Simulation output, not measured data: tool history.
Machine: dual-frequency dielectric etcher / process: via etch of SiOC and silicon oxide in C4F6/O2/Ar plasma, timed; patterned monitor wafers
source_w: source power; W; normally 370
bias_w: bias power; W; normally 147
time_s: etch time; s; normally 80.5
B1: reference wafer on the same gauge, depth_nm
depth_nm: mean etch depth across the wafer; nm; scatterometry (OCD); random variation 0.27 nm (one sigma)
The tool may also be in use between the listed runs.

run 1 day=0 | source_w=370 bias_w=147 time_s=65.5 | B1=104.1 | depth_nm=73.2
run 2 day=2.462 | source_w=370 bias_w=129 time_s=80.5 | B1=104.1 | depth_nm=84.6
run 3 day=4.008 | source_w=370 bias_w=129 time_s=80.5 | B1=104 | depth_nm=84.4
run 4 day=5.688 | source_w=370 bias_w=129 time_s=80.5 | B1=104.2 | depth_nm=84.7
run 5 day=7.975 | source_w=370 bias_w=147 time_s=80.5 | B1=104.1 | depth_nm=89.9
run 6 day=10.858 | source_w=370 bias_w=147 time_s=80.5 | B1=104.2 | depth_nm=89.9
-- day=12.042 wet clean of the chamber
run 7 day=13.392 | source_w=370 bias_w=147 time_s=80.5 | B1=104.1 | depth_nm=89.7
run 8 day=16.229 | source_w=340 bias_w=147 time_s=80.5 | B1=104.2 | depth_nm=86.3
run 9 day=17.671 | source_w=340 bias_w=147 time_s=80.5 | B1=104.1 | depth_nm=86
run 10 day=19.262 | source_w=340 bias_w=147 time_s=80.5 | B1=104.1 | depth_nm=86
-- day=20.917 source power generator calibrated
run 11 day=20.938 | source_w=370 bias_w=147 time_s=80.5 | B1=104.1 | depth_nm=89.8
-- day=22.046 upper electrode replaced
run 12 day=22.854 | source_w=450 bias_w=147 time_s=91.5 | B1=104 | depth_nm=112.1
run 13 day=24.525 | source_w=340 bias_w=147 time_s=80.5 | B1=104.1 | depth_nm=85.8
-- day=27.129 wet clean of the chamber
run 14 day=27.396 | source_w=400 bias_w=114 time_s=92 | B1=104.2 | depth_nm=94.3
-- day=28.5 bias power generator calibrated
run 15 day=29.083 | source_w=310 bias_w=178 time_s=80.5 | B1=104.2 | depth_nm=90.7
-- day=30.171 gauge calibrated
run 16 day=31.592 | source_w=370 bias_w=147 time_s=80.5 | B1=104.1 | depth_nm=89.8
run 17 day=34.104 | source_w=370 bias_w=127 time_s=59.5 | B1=104.1 | depth_nm=61.7
run 18 day=36.979 | source_w=370 bias_w=147 time_s=80.5 | B1=104.1 | depth_nm=89.9
run 19 day=39.171 | source_w=370 bias_w=176 time_s=96.5 | B1=104 | depth_nm=117.6
run 20 day=41.75 | source_w=370 bias_w=179 time_s=80.5 | B1=104.1 | depth_nm=98.3
-- day=44.496 wet clean of the chamber
run 21 day=44.517 | source_w=280 bias_w=118 time_s=67.5 | B1=104.1 | depth_nm=58.8
run 22 day=45.783 | source_w=400 bias_w=171 time_s=100.5 | B1=104.1 | depth_nm=125.6

Below are 5 alternative next runs, each starting from the tool's condition after run 22. Predict each:
run A day=45.8 | source_w=370 bias_w=126 time_s=80.5 | B1=? | depth_nm=?
run B day=45.8 | source_w=440 bias_w=181 time_s=73 | B1=? | depth_nm=?
run C day=45.8 | source_w=330 bias_w=117 time_s=65 | B1=? | depth_nm=?
run D day=45.8 | source_w=340 bias_w=147 time_s=87 | B1=? | depth_nm=?
run E day=45.8 | source_w=460 bias_w=170 time_s=100.5 | B1=? | depth_nm=?

run=A B1=104.1 depth_nm=83.4
run=B B1=104.1 depth_nm=97.4
run=C B1=104.1 depth_nm=61.3
run=D B1=104.1 depth_nm=93.2
run=E B1=104.1 depth_nm=133
Had the tool no hidden state, the same runs would have come out as:
run=A depth_nm=83.4
run=B depth_nm=97.4
run=C depth_nm=61.3
run=D depth_nm=93.2
run=E depth_nm=133
